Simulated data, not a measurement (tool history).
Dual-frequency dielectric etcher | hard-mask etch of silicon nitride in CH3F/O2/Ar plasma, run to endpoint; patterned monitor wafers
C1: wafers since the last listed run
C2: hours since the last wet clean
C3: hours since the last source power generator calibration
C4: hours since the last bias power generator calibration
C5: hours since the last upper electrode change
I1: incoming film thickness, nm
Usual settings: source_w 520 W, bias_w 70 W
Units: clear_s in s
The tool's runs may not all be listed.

run 1 hour=0.0 | source_w=550 bias_w=70 | C1=0 C2=421.5 C3=4054.4 C4=2944.6 C5=4403.3 | I1=32.16 | clear_s=46.5
run 2 hour=10.7 | source_w=550 bias_w=70 | C1=133 C2=432.2 C3=4065.1 C4=2955.3 C5=4414.0 | I1=31.67 | clear_s=45.7
run 3 hour=22.3 | source_w=520 bias_w=70 | C1=144 C2=443.8 C3=4076.7 C4=2966.9 C5=4425.6 | I1=32.02 | clear_s=47.3
run 4 hour=30.7 | source_w=520 bias_w=70 | C1=104 C2=452.2 C3=4085.1 C4=2975.3 C5=4434.0 | I1=31.69 | clear_s=46.9
run 5 hour=48.3 | source_w=520 bias_w=70 | C1=219 C2=469.8 C3=4102.7 C4=2992.9 C5=4451.6 | I1=31.83 | clear_s=47.3
-- hour=67.6 bias power generator calibrated
-- hour=84.5 upper electrode replaced
-- hour=91.4 source power generator calibrated
-- hour=108.2 wet clean of the chamber
run 6 hour=108.7 | source_w=520 bias_w=57 | C1=234 C2=0.5 C3=17.3 C4=41.1 C5=24.2 | I1=32.09 | clear_s=46.7
run 7 hour=109.1 | source_w=520 bias_w=57 | C1=4 C2=0.9 C3=17.7 C4=41.5 C5=24.6 | I1=32.38 | clear_s=46.8
run 8 hour=109.4 | source_w=520 bias_w=57 | C1=3 C2=1.2 C3=18.0 C4=41.8 C5=24.9 | I1=32.08 | clear_s=46.6
run 9 hour=109.7 | source_w=450 bias_w=59 | C1=3 C2=1.5 C3=18.3 C4=42.1 C5=25.2 | I1=32.33 | clear_s=48.8
run 10 hour=110.1 | source_w=640 bias_w=70 | C1=4 C2=1.9 C3=18.7 C4=42.5 C5=25.6 | I1=32.21 | clear_s=41.5

Forecast run 11:
run 11 hour=123.3 | source_w=600 bias_w=80 | C1=164 C2=15.1 C3=31.9 C4=55.7 C5=38.8 | I1=31.96 | clear_s=?

Run 11 gave clear_s 41.1 s.
Without the tool's hidden state the same run would have given clear_s 41.4 s.
